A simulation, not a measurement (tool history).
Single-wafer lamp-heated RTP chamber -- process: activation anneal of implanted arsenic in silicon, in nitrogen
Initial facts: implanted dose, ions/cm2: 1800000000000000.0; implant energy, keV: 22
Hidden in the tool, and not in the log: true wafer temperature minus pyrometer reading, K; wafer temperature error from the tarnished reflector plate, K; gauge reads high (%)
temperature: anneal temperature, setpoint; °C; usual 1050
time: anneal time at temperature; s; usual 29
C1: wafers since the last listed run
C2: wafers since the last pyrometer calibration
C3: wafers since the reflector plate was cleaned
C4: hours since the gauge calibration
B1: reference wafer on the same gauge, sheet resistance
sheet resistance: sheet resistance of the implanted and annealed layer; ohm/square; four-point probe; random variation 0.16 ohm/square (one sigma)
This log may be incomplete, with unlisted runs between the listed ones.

{"run": 1, "hour": 0.0, "temperature": 1027, "time": 29, "C1": 0, "C2": 1860, "C3": 7374, "C4": 1398.1, "B1": 69.53, "sheet resistance": 84.85}
{"run": 2, "hour": 98.8, "temperature": 1027, "time": 29, "C1": 1291, "C2": 3151, "C3": 8665, "C4": 1496.9, "B1": 69.66, "sheet resistance": 84.88}
{"run": 3, "hour": 189.4, "temperature": 1027, "time": 29, "C1": 1184, "C2": 4335, "C3": 9849, "C4": 1587.5, "B1": 69.63, "sheet resistance": 84.28}
{"run": 4, "hour": 289.9, "temperature": 1050, "time": 37, "C1": 1313, "C2": 5649, "C3": 11163, "C4": 1688.0, "B1": 69.64, "sheet resistance": 73.89}
{"hour": 337.9, "done": "reflector plate cleaned"}
{"run": 5, "hour": 360.7, "temperature": 1050, "time": 29, "C1": 820, "C2": 6470, "C3": 297, "C4": 1758.8, "B1": 69.53, "sheet resistance": 77.7}
{"hour": 425.6, "done": "pyrometer window cleaned and pyrometer calibrated"}
{"run": 6, "hour": 602.2, "temperature": 1031, "time": 29, "C1": 3052, "C2": 2308, "C3": 3349, "C4": 2000.3, "B1": 69.62, "sheet resistance": 83.6}
{"run": 7, "hour": 669.5, "temperature": 1031, "time": 29, "C1": 879, "C2": 3188, "C3": 4229, "C4": 2067.6, "B1": 69.55, "sheet resistance": 83.58}
{"run": 8, "hour": 757.7, "temperature": 1031, "time": 29, "C1": 1152, "C2": 4341, "C3": 5382, "C4": 2155.8, "B1": 69.59, "sheet resistance": 83.41}
{"run": 9, "hour": 833.0, "temperature": 1050, "time": 29, "C1": 984, "C2": 5325, "C3": 6366, "C4": 2231.1, "B1": 69.58, "sheet resistance": 76.67}
{"run": 10, "hour": 884.8, "temperature": 1050, "time": 29, "C1": 677, "C2": 6002, "C3": 7043, "C4": 2282.9, "B1": 69.52, "sheet resistance": 77.1}
{"hour": 945.8, "done": "pyrometer window cleaned and pyrometer calibrated"}
{"run": 11, "hour": 951.2, "temperature": 1050, "time": 29, "C1": 763, "C2": 70, "C3": 7807, "C4": 2349.3, "B1": 69.58, "sheet resistance": 76.85}
{"run": 12, "hour": 1031.6, "temperature": 1050, "time": 29, "C1": 1050, "C2": 1120, "C3": 8857, "C4": 2429.7, "B1": 69.63, "sheet resistance": 77.07}
{"run": 13, "hour": 1072.4, "temperature": 1050, "time": 29, "C1": 533, "C2": 1654, "C3": 9391, "C4": 2470.5, "B1": 69.63, "sheet resistance": 76.79}
{"hour": 1131.8, "done": "reflector plate cleaned"}
{"run": 14, "hour": 1142.4, "temperature": 1056, "time": 29, "C1": 810, "C2": 2464, "C3": 139, "C4": 2540.5, "B1": 69.68, "sheet resistance": 75.64}
{"run": 15, "hour": 1193.2, "temperature": 1056, "time": 29, "C1": 664, "C2": 3128, "C3": 803, "C4": 2591.3, "B1": 69.62, "sheet resistance": 75.84}
{"run": 16, "hour": 1274.4, "temperature": 1056, "time": 29, "C1": 1061, "C2": 4190, "C3": 1864, "C4": 2672.5, "B1": 69.65, "sheet resistance": 75.44}
{"hour": 1320.7, "done": "gauge calibrated"}
{"run": 17, "hour": 1365.3, "temperature": 1050, "time": 29, "C1": 1188, "C2": 5378, "C3": 3052, "C4": 44.6, "B1": 69.55, "sheet resistance": 77.37}
{"run": 18, "hour": 1432.5, "temperature": 1070, "time": 24, "C1": 878, "C2": 6256, "C3": 3930, "C4": 111.8, "B1": 69.65, "sheet resistance": 73.94}
{"run": 19, "hour": 1483.7, "temperature": 1026, "time": 22, "C1": 669, "C2": 6925, "C3": 4600, "C4": 163.0, "B1": 69.56, "sheet resistance": 89.33}
{"hour": 1529.0, "done": "pyrometer window cleaned and pyrometer calibrated"}
{"run": 20, "hour": 1561.4, "temperature": 1050, "time": 29, "C1": 911, "C2": 422, "C3": 5511, "C4": 240.7, "B1": 69.52, "sheet resistance": 77.12}
{"run": 21, "hour": 1645.9, "temperature": 1060, "time": 29, "C1": 1104, "C2": 1527, "C3": 6615, "C4": 325.2, "B1": 69.6, "sheet resistance": 73.98}
{"run": 22, "hour": 1698.4, "temperature": 1064, "time": 18, "C1": 686, "C2": 2213, "C3": 7302, "C4": 377.7, "B1": 69.6, "sheet resistance": 78.93}
{"run": 23, "hour": 1746.9, "temperature": 1031, "time": 29, "C1": 633, "C2": 2847, "C3": 7935, "C4": 426.2, "B1": 69.6, "sheet resistance": 83.51}
{"run": 24, "hour": 1810.8, "temperature": 1050, "time": 36, "C1": 835, "C2": 3682, "C3": 8771, "C4": 490.1, "B1": 69.58, "sheet resistance": 74.37}
{"hour": 1897.0, "done": "reflector plate cleaned"}
{"run": 25, "hour": 1923.3, "temperature": 1026, "time": 13, "C1": 1365, "C2": 5048, "C3": 343, "C4": 602.6, "B1": 69.59, "sheet resistance": 96.84}
{"hour": 2025.4, "done": "pyrometer window cleaned and pyrometer calibrated"}
{"run": 26, "hour": 2025.9, "temperature": 1050, "time": 29, "C1": 1236, "C2": 7, "C3": 1580, "C4": 705.2, "B1": 69.58, "sheet resistance": 77.43}

Expected results for the next run?
{"run": 27, "hour": 2105.2, "temperature": 1026, "time": 37, "C1": 1036, "C2": 1043, "C3": 2616, "C4": 784.5, "B1": "?", "sheet resistance": "?"}

Run 27 measured B1 69.64, sheet resistance 82.53 ohm/square.
Take away the tool's hidden state, keep the run-to-run variation as it was, and the same run would have given sheet resistance 82.84 ohm/square.
